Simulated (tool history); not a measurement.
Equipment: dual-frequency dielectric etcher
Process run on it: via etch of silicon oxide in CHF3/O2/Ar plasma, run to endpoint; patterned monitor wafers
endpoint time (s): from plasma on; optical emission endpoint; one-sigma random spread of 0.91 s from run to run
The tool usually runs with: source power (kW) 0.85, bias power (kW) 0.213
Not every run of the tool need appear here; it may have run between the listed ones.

run,hour,source power (kW),bias power (kW),wafers since the last listed run,hours since the last wet clean,hours since the last source power generator calibration,hours since the last bias power generator calibration,hours since the last upper electrode change,"incoming incoming film thickness, nm",endpoint time (s)
1,0,0.94,0.213,0,96.4,591.7,3143.7,4277.7,464.4,184.8
2,35.2,0.85,0.213,124,131.6,626.9,3178.9,4312.9,466.6,194.1
3,100.9,0.85,0.213,232,197.3,692.6,3244.6,4378.6,464.3,195.7
4,144.1,0.85,0.213,153,240.5,735.8,3287.8,4421.8,466.3,198.4
5,172.8,0.85,0.213,101,269.2,764.5,3316.5,4450.5,466.8,199.6
6,200.7,0.85,0.213,98,297.1,792.4,3344.4,4478.4,471.9,203
7,253.6,0.85,0.213,187,350,845.3,3397.3,4531.3,467,200.6
8,322.1,0.85,0.213,242,418.5,913.8,3465.8,4599.8,469.3,200.9
9,385.3,0.85,0.213,223,481.7,977,3529,4663,469.5,205.1
# hour 410.2: wet clean of the chamber
# hour 417.9: upper electrode replaced
10,418.4,0.85,0.213,5,8.2,1010.1,3562.1,0.5,465,190.5
11,443.2,0.85,0.213,87,33,1034.9,3586.9,25.3,465.3,190.2
12,467.5,0.85,0.213,86,57.3,1059.2,3611.2,49.6,466.1,191
13,523.2,0.78,0.213,197,113,1114.9,3666.9,105.3,463.5,200.9
14,555,0.85,0.213,112,144.8,1146.7,3698.7,137.1,468.1,193.5
15,587.7,0.72,0.26,115,177.5,1179.4,3731.4,169.8,473.2,195.8
# hour 609.2: bias power generator calibrated
16,648.3,0.71,0.194,200,238.1,1240,39.1,230.4,465.8,225.9
17,714.6,0.65,0.264,234,304.4,1306.3,105.4,296.7,464.8,203.9
18,758.3,0.85,0.213,154,348.1,1350,149.1,340.4,468.8,198.7
19,827.6,0.92,0.239,245,417.4,1419.3,218.4,409.7,464.7,178.6
# hour 835.1: source power generator calibrated
# hour 886.5: wet clean of the chamber
20,887,0.72,0.26,111,0.5,51.9,277.8,469.1,471.5,191.6
21,941.3,0.74,0.238,192,54.8,106.2,332.1,523.4,467.2,196.4
22,976.8,0.98,0.226,125,90.3,141.7,367.6,558.9,472.8,175.6
23,1011.9,0.97,0.258,124,125.4,176.8,402.7,594,464,163.9
24,1049.3,0.85,0.213,132,162.8,214.2,440.1,631.4,463.9,193.6

Each row is a separate what-if for the run after 24, all from the same tool condition, not one after another. Results?
A,1049.8,0.85,0.177,1,163.3,214.7,440.6,631.9,465.1,?
B,1049.8,0.95,0.254,1,163.3,214.7,440.6,631.9,465.1,?
C,1049.8,0.66,0.242,1,163.3,214.7,440.6,631.9,465.1,?
D,1049.8,0.85,0.179,1,163.3,214.7,440.6,631.9,465.1,?

run,endpoint time (s)
A,214.8
B,167.6
C,210.7
D,213.5
Without the tool's unlogged condition, the same runs would have read:
run,endpoint time (s)
A,210.9
B,164.5
C,206.8
D,209.6
